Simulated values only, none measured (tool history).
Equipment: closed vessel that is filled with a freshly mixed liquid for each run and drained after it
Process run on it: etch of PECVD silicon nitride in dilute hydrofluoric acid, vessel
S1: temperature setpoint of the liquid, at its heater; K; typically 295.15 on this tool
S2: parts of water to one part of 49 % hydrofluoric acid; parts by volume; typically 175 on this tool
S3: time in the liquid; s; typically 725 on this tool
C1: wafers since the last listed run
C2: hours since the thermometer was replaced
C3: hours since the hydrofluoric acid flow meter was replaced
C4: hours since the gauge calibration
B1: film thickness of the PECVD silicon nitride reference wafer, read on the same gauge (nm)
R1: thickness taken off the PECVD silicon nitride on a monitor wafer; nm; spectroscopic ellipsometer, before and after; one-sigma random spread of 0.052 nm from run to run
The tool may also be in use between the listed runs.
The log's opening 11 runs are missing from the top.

{"run": 12, "hour": 141.8, "S1": 295.15, "S2": 175, "S3": 725, "C1": 683, "C2": 2703.9, "C3": 1561.5, "C4": 239.2, "B1": 130.01, "R1": 6.51}
{"run": 13, "hour": 148.0, "S1": 295.15, "S2": 175, "S3": 725, "C1": 427, "C2": 2710.1, "C3": 1567.7, "C4": 245.4, "B1": 129.98, "R1": 6.47}
{"run": 14, "hour": 161.5, "S1": 296.65, "S2": 175, "S3": 725, "C1": 931, "C2": 2723.6, "C3": 1581.2, "C4": 258.9, "B1": 130.04, "R1": 7.13}
{"run": 15, "hour": 176.3, "S1": 295.15, "S2": 175, "S3": 725, "C1": 1021, "C2": 2738.4, "C3": 1596, "C4": 273.7, "B1": 129.99, "R1": 6.46}
{"run": 16, "hour": 190.6, "S1": 295.15, "S2": 175, "S3": 725, "C1": 986, "C2": 2752.7, "C3": 1610.3, "C4": 288, "B1": 129.99, "R1": 6.48}
{"hour": 199.4, "done": "hydrofluoric acid flow meter replaced"}
{"run": 17, "hour": 202.4, "S1": 300.15, "S2": 230, "S3": 725, "C1": 745, "C2": 2764.5, "C3": 3, "C4": 299.8, "B1": 130.03, "R1": 6.88}
{"run": 18, "hour": 214.9, "S1": 298.15, "S2": 265, "S3": 965, "C1": 862, "C2": 2777, "C3": 15.5, "C4": 312.3, "B1": 129.99, "R1": 7.04}
{"run": 19, "hour": 230.4, "S1": 297.65, "S2": 235, "S3": 415, "C1": 1069, "C2": 2792.5, "C3": 31, "C4": 327.8, "B1": 129.97, "R1": 3.22}
{"hour": 233.3, "done": "gauge calibrated"}
{"run": 20, "hour": 265.5, "S1": 295.15, "S2": 175, "S3": 725, "C1": 2421, "C2": 2827.6, "C3": 66.1, "C4": 32.2, "B1": 130.02, "R1": 6.39}
{"run": 21, "hour": 281.8, "S1": 293.65, "S2": 95, "S3": 365, "C1": 1124, "C2": 2843.9, "C3": 82.4, "C4": 48.5, "B1": 129.98, "R1": 5.35}
{"run": 22, "hour": 288.6, "S1": 295.15, "S2": 175, "S3": 725, "C1": 469, "C2": 2850.7, "C3": 89.2, "C4": 55.3, "B1": 130.03, "R1": 6.42}
{"run": 23, "hour": 300.5, "S1": 291.65, "S2": 125, "S3": 1110, "C1": 820, "C2": 2862.6, "C3": 101.1, "C4": 67.2, "B1": 129.98, "R1": 10.76}
{"run": 24, "hour": 316.4, "S1": 299.65, "S2": 225, "S3": 725, "C1": 1096, "C2": 2878.5, "C3": 117, "C4": 83.1, "B1": 130.03, "R1": 6.78}
{"run": 25, "hour": 330.4, "S1": 295.15, "S2": 175, "S3": 300, "C1": 965, "C2": 2892.5, "C3": 131, "C4": 97.1, "B1": 130.01, "R1": 2.68}
{"hour": 332.9, "done": "thermometer replaced"}
{"run": 26, "hour": 341.1, "S1": 299.65, "S2": 260, "S3": 1110, "C1": 669, "C2": 8.2, "C3": 141.7, "C4": 107.8, "B1": 129.98, "R1": 10.55}
{"run": 27, "hour": 348.5, "S1": 290.65, "S2": 175, "S3": 505, "C1": 510, "C2": 15.6, "C3": 149.1, "C4": 115.2, "B1": 130.05, "R1": 3.96}
{"run": 28, "hour": 363.3, "S1": 298.65, "S2": 135, "S3": 975, "C1": 1021, "C2": 30.4, "C3": 163.9, "C4": 130, "B1": 130.03, "R1": 16.85}
{"run": 29, "hour": 379.5, "S1": 295.15, "S2": 175, "S3": 420, "C1": 1117, "C2": 46.6, "C3": 180.1, "C4": 146.2, "B1": 130.02, "R1": 4.38}
{"run": 30, "hour": 389.1, "S1": 295.15, "S2": 175, "S3": 725, "C1": 662, "C2": 56.2, "C3": 189.7, "C4": 155.8, "B1": 130.03, "R1": 7.67}
{"run": 31, "hour": 435.5, "S1": 295.15, "S2": 135, "S3": 585, "C1": 3201, "C2": 102.6, "C3": 236.1, "C4": 202.2, "B1": 129.95, "R1": 7.91}
{"run": 32, "hour": 451.9, "S1": 298.65, "S2": 105, "S3": 585, "C1": 1131, "C2": 119, "C3": 252.5, "C4": 218.6, "B1": 130.01, "R1": 12.66}
{"run": 33, "hour": 457.9, "S1": 295.15, "S2": 220, "S3": 725, "C1": 413, "C2": 125, "C3": 258.5, "C4": 224.6, "B1": 130.02, "R1": 6.09}

Predict each of these 3 candidate next runs independently; none follows another, all start after run 33:
{"run": "A", "hour": 458.8, "S1": 295.15, "S2": 175, "S3": 725, "C1": 62, "C2": 125.9, "C3": 259.4, "C4": 225.5, "B1": "?", "R1": "?"}
{"run": "B", "hour": 458.8, "S1": 298.65, "S2": 245, "S3": 1135, "C1": 62, "C2": 125.9, "C3": 259.4, "C4": 225.5, "B1": "?", "R1": "?"}
{"run": "C", "hour": 458.8, "S1": 298.65, "S2": 120, "S3": 725, "C1": 62, "C2": 125.9, "C3": 259.4, "C4": 225.5, "B1": "?", "R1": "?"}

run=A B1=130 R1=7.62
run=B B1=130 R1=10.68
run=C B1=130 R1=13.88
Stripped of hidden state, with their random variation kept, the same runs would have yielded:
run=A R1=7.81
run=B R1=10.93
run=C R1=14.22
